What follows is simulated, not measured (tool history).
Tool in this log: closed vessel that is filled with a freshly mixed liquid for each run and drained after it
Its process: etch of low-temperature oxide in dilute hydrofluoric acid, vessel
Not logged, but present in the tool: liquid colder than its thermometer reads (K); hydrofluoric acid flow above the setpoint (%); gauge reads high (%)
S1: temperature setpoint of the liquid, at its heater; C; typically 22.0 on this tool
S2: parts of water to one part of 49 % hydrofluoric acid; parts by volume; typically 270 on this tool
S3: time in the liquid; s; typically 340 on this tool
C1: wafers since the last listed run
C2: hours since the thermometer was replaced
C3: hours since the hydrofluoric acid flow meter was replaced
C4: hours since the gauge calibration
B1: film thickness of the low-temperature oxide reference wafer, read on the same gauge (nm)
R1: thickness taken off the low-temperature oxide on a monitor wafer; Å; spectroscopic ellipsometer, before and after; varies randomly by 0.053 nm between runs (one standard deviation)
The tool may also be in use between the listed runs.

run	hour	S1	S2	S3	C1	C2	C3	C4	B1	R1
1	0.0	22.0	270	340	0	855.4	1622.0	595.8	110.00	112.9
2	64.5	22.0	270	340	4814	919.9	1686.5	660.3	110.03	112.4
# hour 86.9: thermometer replaced
3	94.4	22.0	205	340	2157	7.5	1716.4	690.2	110.02	164.4
4	125.4	22.0	205	340	2313	38.5	1747.4	721.2	110.01	162.3
5	179.2	22.0	330	340	4015	92.3	1801.2	775.0	110.02	89.8
6	203.4	22.0	330	340	1806	116.5	1825.4	799.2	109.99	90.5
7	317.8	22.0	270	340	8539	230.9	1939.8	913.6	109.99	116.7
8	377.8	22.0	270	340	4478	290.9	1999.8	973.6	110.03	114.7
9	432.8	22.0	270	340	4105	345.9	2054.8	1028.6	110.01	115.5
10	490.7	19.0	270	340	4321	403.8	2112.7	1086.5	109.97	103.7
11	613.0	19.0	270	340	9128	526.1	2235.0	1208.8	109.98	103.3
12	642.4	22.0	270	340	2194	555.5	2264.4	1238.2	109.98	115.7
# hour 695.5: hydrofluoric acid flow meter replaced
13	712.6	22.0	385	405	5165	625.7	17.1	1308.4	110.03	81.4
14	833.3	19.5	270	210	9009	746.4	137.8	1429.1	109.98	61.3
15	879.3	25.5	215	160	3433	792.4	183.8	1475.1	109.97	76.1
16	948.6	22.0	270	340	5172	861.7	253.1	1544.4	110.01	108.8
17	991.0	19.0	315	160	3164	904.1	295.5	1586.8	110.01	37.8
# hour 1025.3: thermometer replaced
18	1050.7	18.0	270	340	4381	25.4	355.2	1646.5	109.97	95.2
# hour 1062.0: gauge calibrated
19	1092.5	18.5	400	490	3120	67.2	397.0	30.5	110.02	85.1
20	1157.9	24.5	180	215	4881	132.6	462.4	95.9	110.02	125.9
21	1209.2	22.0	210	340	3829	183.9	513.7	147.2	109.98	150.8
22	1241.3	17.0	270	340	2395	216.0	545.8	179.3	109.98	92.5
23	1283.2	22.0	320	460	3127	257.9	587.7	221.2	109.98	121.7
24	1320.1	22.0	380	340	2754	294.8	624.6	258.1	110.02	71.8
25	1346.1	22.0	270	340	1940	320.8	650.6	284.1	109.98	110.8

Branching from run 25: 4 alternative next runs. What would each branch give?
A	1346.8	24.5	270	340	52	321.5	651.3	284.8	?	?
B	1346.8	22.0	270	230	52	321.5	651.3	284.8	?	?
C	1346.8	20.0	390	340	52	321.5	651.3	284.8	?	?
D	1346.8	26.5	270	340	52	321.5	651.3	284.8	?	?

run	B1	R1
A	110.03	121.2
B	110.03	75.0
C	110.03	64.3
D	110.03	130.0
Take away the tool's hidden state, keep each run's random variation, and the runs would have read:
run	R1
A	119.2
B	73.8
C	63.2
D	127.8
